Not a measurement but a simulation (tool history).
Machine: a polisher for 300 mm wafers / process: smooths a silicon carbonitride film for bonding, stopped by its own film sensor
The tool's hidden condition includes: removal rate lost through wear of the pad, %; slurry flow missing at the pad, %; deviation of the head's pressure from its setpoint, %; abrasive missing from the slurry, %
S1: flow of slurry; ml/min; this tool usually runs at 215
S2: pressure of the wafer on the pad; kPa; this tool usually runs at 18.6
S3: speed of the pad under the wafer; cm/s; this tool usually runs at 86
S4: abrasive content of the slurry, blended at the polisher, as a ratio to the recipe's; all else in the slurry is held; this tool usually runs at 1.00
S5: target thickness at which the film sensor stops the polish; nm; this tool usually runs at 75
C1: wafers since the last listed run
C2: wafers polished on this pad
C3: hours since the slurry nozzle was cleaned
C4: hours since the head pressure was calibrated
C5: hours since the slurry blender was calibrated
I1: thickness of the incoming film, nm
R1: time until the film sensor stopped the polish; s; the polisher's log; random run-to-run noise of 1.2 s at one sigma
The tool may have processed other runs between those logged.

Run 1, hour 0.0: usual settings; C1 0; C2 864; C3 55.8; C4 201.5; C5 388.2; I1 100.9. Result: R1 82.5 s.
At hour 36.0: slurry blender recalibrated.
Run 2, hour 71.2: usual settings; C1 415; C2 1280; C3 127.0; C4 272.7; C5 35.2; I1 100.1. Result: R1 86.0 s.
At hour 97.6: worn pad replaced by a new one.
Run 3, hour 197.3: usual settings; C1 733; C2 599; C3 253.1; C4 398.8; C5 161.3; I1 102.2. Result: R1 86.1 s.
At hour 249.1: slurry nozzle cleaned.
Run 4, hour 262.1: usual settings; C1 383; C2 982; C3 13.0; C4 463.6; C5 226.1; I1 101.1. Result: R1 82.8 s.
Run 5, hour 294.6: usual settings; C1 195; C2 1177; C3 45.5; C4 496.1; C5 258.6; I1 101.4. Result: R1 88.3 s.
At hour 310.6: worn pad replaced by a new one.
Run 6, hour 338.8: usual settings but S5 69 nm; C1 241; C2 169; C3 89.7; C4 540.3; C5 302.8; I1 98.0. Result: R1 90.5 s.
At hour 373.4: slurry blender recalibrated.
Run 7, hour 373.9: usual settings but S2 20.0 kPa; C1 198; C2 368; C3 124.8; C4 575.4; C5 0.5; I1 99.3. Result: R1 73.1 s.
Run 8, hour 416.5: usual settings but S2 20.0 kPa; C1 255; C2 624; C3 167.4; C4 618.0; C5 43.1; I1 99.6. Result: R1 75.9 s.
Run 9, hour 470.9: usual settings but S2 20.0 kPa; C1 326; C2 951; C3 221.8; C4 672.4; C5 97.5; I1 99.2. Result: R1 76.7 s.
At hour 516.9: worn pad replaced by a new one.
Run 10, hour 540.0: usual settings but S1 150 ml/min, S4 1.20; C1 391; C2 138; C3 290.9; C4 741.5; C5 166.6; I1 99.2. Result: R1 68.0 s.
At hour 567.0: slurry nozzle cleaned.
Run 11, hour 608.8: usual settings but S2 14.5 kPa; C1 407; C2 546; C3 41.8; C4 810.3; C5 235.4; I1 99.3. Result: R1 93.2 s.
At hour 667.9: head pressure recalibrated.
Run 12, hour 678.9: usual settings but S1 240 ml/min, S3 74 cm/s, S4 0.70, S5 83 nm; C1 409; C2 955; C3 111.9; C4 11.0; C5 305.5; I1 98.5. Result: R1 79.7 s.
Run 13, hour 709.6: usual settings; C1 184; C2 1139; C3 142.6; C4 41.7; C5 336.2; I1 101.3. Result: R1 89.2 s.
At hour 723.3: worn pad replaced by a new one.
At hour 738.9: slurry blender recalibrated.
Run 14, hour 756.5: usual settings but S3 94 cm/s, S5 80 nm; C1 245; C2 187; C3 189.5; C4 88.6; C5 17.6; I1 100.9. Result: R1 60.7 s.
Run 15, hour 827.8: usual settings but S1 180 ml/min, S3 102 cm/s; C1 428; C2 616; C3 260.8; C4 159.9; C5 88.9; I1 99.0. Result: R1 67.2 s.
At hour 863.6: slurry nozzle cleaned.
Run 16, hour 872.1: usual settings but S4 0.75, S5 69 nm; C1 260; C2 876; C3 8.5; C4 204.2; C5 133.2; I1 99.5. Result: R1 128.6 s.
Run 17, hour 938.8: usual settings but S2 12.4 kPa; C1 400; C2 1277; C3 75.2; C4 270.9; C5 199.9; I1 99.7. Result: R1 111.3 s.
At hour 945.8: worn pad replaced by a new one.
Run 18, hour 982.7: usual settings; C1 239; C2 222; C3 119.1; C4 314.8; C5 243.8; I1 99.7. Result: R1 75.5 s.

Give the tool's hidden conditions for every run:
slurry flow missing at the pad, %: 0 across all the runs
deviation of the head's pressure from its setpoint, %: 0 across all the runs
abrasive missing from the slurry, %: 0 across all the runs
H1: removal rate lost through wear of the pad, %
run    H1
  1  5.35
  2  11.3
  3  4.29
  4  8.28
  5    11
  6  1.88
  7  2.63
  8  4.31
  9  7.69
 10  1.35
 11  3.19
 12  7.33
 13  9.87
 14  1.28
 15  3.57
 16  6.19
 17  11.8
 18  2.89
